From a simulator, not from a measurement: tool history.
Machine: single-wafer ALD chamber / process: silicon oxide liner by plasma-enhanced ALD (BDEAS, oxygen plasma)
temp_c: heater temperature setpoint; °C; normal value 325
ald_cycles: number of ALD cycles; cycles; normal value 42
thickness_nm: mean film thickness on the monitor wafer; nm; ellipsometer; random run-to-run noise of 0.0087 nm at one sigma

run	day	temp_c	ald_cycles	read-back reference wafer on the same gauge, thickness_nm	thickness_nm
1	0	325	42	4.1	3.471
2	0.492	325	42	4.106	3.474
3	1.158	325	42	4.106	3.491
4	1.875	325	38	4.106	3.152
5	2.162	325	38	4.108	3.146
6	2.617	325	42	4.109	3.486
7	3.25	325	42	4.113	3.485
8	3.617	325	39	4.112	3.233
9	4.367	325	39	4.119	3.232
10	4.95	325	39	4.121	3.236
11	5.642	325	44	4.125	3.661
12	6.342	325	44	4.129	3.662
13	7.038	313	35	4.133	2.974
# day 7.258: gauge calibrated
14	7.796	331	36	4.084	2.951
15	8.258	330	37	4.082	3.039
16	8.629	330	48	4.086	3.942
17	9.117	321	39	4.087	3.236
# day 9.604: thermocouple changed; heater temperature recalibrated
18	9.625	325	42	4.086	3.47
19	11.508	338	36	4.09	2.909
20	12.158	325	42	4.09	3.479
21	12.821	329	40	4.092	3.27
22	13.121	339	34	4.093	2.744
23	14.096	311	48	4.095	4.065
24	14.392	325	42	4.098	3.481

Difference, measured minus no-hidden-state, one row per run. Run-to-run variation is common to both terms; the gauge's own scatter need not be:
What the log doesn't record here: wafer temperature above the value expected at the setpoint (K); gauge reads high (%).
run	thickness_nm
1	+0.008
2	+0.01
3	+0.012
4	+0.012
5	+0.014
6	+0.016
7	+0.019
8	+0.019
9	+0.022
10	+0.024
11	+0.031
12	+0.035
13	+0.031
14	-0.004
15	-0.003
16	-0.004
17	-0.003
18	-0.003
19	+0
20	+0.001
21	+0.002
22	+0.003
23	+0.007
24	+0.007

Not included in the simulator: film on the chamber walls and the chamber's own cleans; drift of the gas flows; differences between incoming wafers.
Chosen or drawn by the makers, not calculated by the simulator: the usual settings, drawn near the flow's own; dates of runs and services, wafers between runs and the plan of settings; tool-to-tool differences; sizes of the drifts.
